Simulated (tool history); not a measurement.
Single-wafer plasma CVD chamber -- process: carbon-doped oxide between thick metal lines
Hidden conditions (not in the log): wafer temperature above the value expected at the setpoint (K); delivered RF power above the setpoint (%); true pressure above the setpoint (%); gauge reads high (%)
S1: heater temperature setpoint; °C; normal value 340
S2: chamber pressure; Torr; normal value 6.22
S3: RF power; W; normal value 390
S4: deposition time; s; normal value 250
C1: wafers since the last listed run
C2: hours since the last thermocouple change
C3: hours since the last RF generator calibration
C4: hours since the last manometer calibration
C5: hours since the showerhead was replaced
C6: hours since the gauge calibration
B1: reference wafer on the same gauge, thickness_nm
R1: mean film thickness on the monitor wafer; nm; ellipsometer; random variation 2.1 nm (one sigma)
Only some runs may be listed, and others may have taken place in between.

run     day   S1    S2   S3   S4   C1      C2      C3      C4      C5     C6        B1        R1
  1       0  340  6.22  390  250    0  1249.2  1037.8  2756.1  2095.5   72.6  1289.453  1138.719
  2   1.758  340  6.22  390  250  198  1291.4    1080  2798.3  2137.7  114.8  1289.735    1136.9
  3   5.104  340  6.22  390  250  377  1371.7  1160.3  2878.6    2218  195.1  1290.832  1138.704
  4   7.308  340  6.22  390  250  248  1424.6  1213.2  2931.5  2270.9    248  1289.658  1138.472
  5   9.896  335  6.22  390  250  291  1486.7  1275.3  2993.6    2333  310.1  1288.781  1155.567
  6   11.65  335  6.22  390  250  197  1528.8  1317.4  3035.7  2375.1  352.2  1289.998  1153.945
  7  14.771  335  6.22  390  250  351  1603.7  1392.3  3110.6    2450  427.1  1289.992  1153.022
     16.062  -- capacitance manometer re-zeroed and calibrated
  8  18.012  353  6.22  390  250  327  1681.5  1470.1    46.8  2527.8  504.9  1289.602  1088.748
  9  21.062  329  6.22  390  250  343  1754.7  1543.3     120    2601  578.1  1289.317  1176.994
 10  25.046  340  6.22  390  250  448  1850.3  1638.9   215.6  2696.6  673.7  1289.411   1129.59
     26.092  -- gauge calibrated
     26.458  -- RF generator calibrated
     27.646  -- showerhead replaced
 11  28.029  340  6.22  390  250  261  1921.9    37.7   287.2     9.2   46.5  1288.983  1158.842
     29.708  -- thermocouple changed; heater temperature recalibrated
 12  31.642  354  6.22  390  250  369    46.4   124.4   373.9    95.9  133.2  1289.732  1096.287
 13  35.425  340  6.22  445  217  426   137.2   215.2   464.7   186.7    224  1289.854  1090.213
 14  39.742  340  6.87  390  250  486   240.8   318.8   568.3   290.3  327.6   1290.31  1157.335
 15  41.962  334  5.14  415  287  250   294.1   372.1   621.6   343.6  380.9  1291.022  1338.476

A few steps of R1 between consecutive runs. Split each: what settings, incoming material and random variation would produce without the hidden state, and what is left over for the hidden state, along with gauge scatter present in only one of the two compared results (measured, and without hidden state):
Run 10 -> 11: gauge calibrated, RF generator calibrated, showerhead replaced. R1 +29.252 nm: hidden state +29.56, all else -0.308.
Run 14 -> 15: S1 340 -> 334, S2 6.87 -> 5.14, S3 390 -> 415, S4 250 -> 287. R1 +181.141 nm: hidden state -0.938, all else +182.079.

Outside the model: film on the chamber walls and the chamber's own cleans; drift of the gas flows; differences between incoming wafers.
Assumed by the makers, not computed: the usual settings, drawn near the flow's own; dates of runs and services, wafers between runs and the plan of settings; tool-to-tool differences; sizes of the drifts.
